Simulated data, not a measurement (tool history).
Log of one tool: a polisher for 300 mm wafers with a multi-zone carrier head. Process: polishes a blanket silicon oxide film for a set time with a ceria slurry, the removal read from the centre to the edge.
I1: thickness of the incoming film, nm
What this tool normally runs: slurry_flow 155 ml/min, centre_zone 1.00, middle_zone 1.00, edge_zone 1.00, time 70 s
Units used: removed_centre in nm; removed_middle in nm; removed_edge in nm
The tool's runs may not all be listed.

Run 1, day 0.000: usual settings but slurry_flow 135 ml/min, centre_zone 1.07, middle_zone 0.92, edge_zone 0.91; I1 1428.1. Result: removed_centre 298.1 nm, removed_middle 268.8 nm, removed_edge 271.4 nm.
Run 2, day 1.692: usual settings; I1 1442.6. Result: removed_centre 298.7 nm, removed_middle 296.8 nm, removed_edge 288.1 nm.
Run 3, day 4.504: usual settings; I1 1452.6. Result: removed_centre 304.4 nm, removed_middle 293.1 nm, removed_edge 285.1 nm.
At day 6.942: carrier head's membrane replaced by a new one.
Run 4, day 12.050: usual settings; I1 1437.1. Result: removed_centre 286.1 nm, removed_middle 281.5 nm, removed_edge 277.6 nm.
Run 5, day 13.288: usual settings but centre_zone 1.06; I1 1452.4. Result: removed_centre 289.4 nm, removed_middle 279.2 nm, removed_edge 274.0 nm.
Run 6, day 15.183: usual settings but slurry_flow 100 ml/min; I1 1405.4. Result: removed_centre 254.5 nm, removed_middle 256.3 nm, removed_edge 264.4 nm.
At day 15.971: slurry nozzle cleaned.
Run 7, day 16.479: usual settings; I1 1425.4. Result: removed_centre 285.7 nm, removed_middle 277.6 nm, removed_edge 274.0 nm.
At day 17.004: worn pad replaced by a new one.
Run 8, day 18.554: usual settings but slurry_flow 105 ml/min, middle_zone 1.09, time 86 s; I1 1421.9. Result: removed_centre 339.0 nm, removed_middle 363.2 nm, removed_edge 338.8 nm.
At day 19.008: centre zone pressure recalibrated.
Run 9, day 19.604: usual settings but slurry_flow 115 ml/min; I1 1404.1. Result: removed_centre 282.6 nm, removed_middle 272.7 nm, removed_edge 282.2 nm.
Run 10, day 22.008: usual settings but edge_zone 1.11; I1 1421.6. Result: removed_centre 298.7 nm, removed_middle 291.5 nm, removed_edge 309.7 nm.
Run 11, day 23.083: usual settings but centre_zone 0.92, middle_zone 0.92; I1 1429.6. Result: removed_centre 286.7 nm, removed_middle 270.6 nm, removed_edge 288.5 nm.
Run 12, day 25.379: usual settings; I1 1450.8. Result: removed_centre 293.7 nm, removed_middle 292.1 nm, removed_edge 290.0 nm.
At day 27.704: edge zone pressure recalibrated.
Run 13, day 28.279: usual settings but middle_zone 0.93; I1 1397.3. Result: removed_centre 290.0 nm, removed_middle 271.4 nm, removed_edge 291.2 nm.
Run 14, day 30.562: usual settings but centre_zone 1.08, time 56 s; I1 1408.6. Result: removed_centre 239.4 nm, removed_middle 231.0 nm, removed_edge 227.4 nm.
Run 15, day 32.492: usual settings; I1 1435.9. Result: removed_centre 289.6 nm, removed_middle 290.3 nm, removed_edge 277.3 nm.
Run 16, day 36.554: usual settings but slurry_flow 130 ml/min, centre_zone 1.10; I1 1450.0. Result: removed_centre 295.9 nm, removed_middle 274.5 nm, removed_edge 271.9 nm.
At day 37.971: slurry nozzle cleaned.
At day 38.779: worn pad replaced by a new one.
Run 17, day 39.054: usual settings but centre_zone 0.88; I1 1432.0. Result: removed_centre 276.6 nm, removed_middle 299.7 nm, removed_edge 289.9 nm.
At day 40.388: centre zone pressure recalibrated.
Run 18, day 40.908: usual settings but time 83 s; I1 1447.6. Result: removed_centre 357.6 nm, removed_middle 349.8 nm, removed_edge 355.2 nm.
Run 19, day 49.308: usual settings but slurry_flow 120 ml/min, middle_zone 1.11, edge_zone 0.89; I1 1425.7. Result: removed_centre 281.6 nm, removed_middle 302.2 nm, removed_edge 265.0 nm.
Run 20, day 51.900: usual settings but slurry_flow 180 ml/min, edge_zone 0.90; I1 1405.5. Result: removed_centre 304.0 nm, removed_middle 296.6 nm, removed_edge 277.8 nm.
Run 21, day 53.546: usual settings but middle_zone 1.09, edge_zone 1.04, time 54 s; I1 1409.2. Result: removed_centre 223.6 nm, removed_middle 237.9 nm, removed_edge 220.8 nm.
Run 22, day 56.025: usual settings; I1 1408.1. Result: removed_centre 283.4 nm, removed_middle 284.1 nm, removed_edge 283.1 nm.

What was the tool's hidden state at every run in the log?
slurry flow missing at the pad, %: 0 at every run
deviation of the centre zone's pressure from its setpoint, %: 0 at every run
deviation of the edge zone's pressure from its setpoint, %: 0 at every run
H1: removal rate lost through wear of the pad, %
run       H1
  1    0.763
  2      1.1
  3      1.8
  4     4.61
  5      5.2
  6     6.17
  7     6.88
  8    0.647
  9    0.699
 10    0.915
 11     1.06
 12     1.45
 13     2.12
 14     2.79
 15     3.46
 16     5.14
 17  0.00158
 18   0.0544
 19     1.31
 20     2.04
 21     2.58
 22     3.52
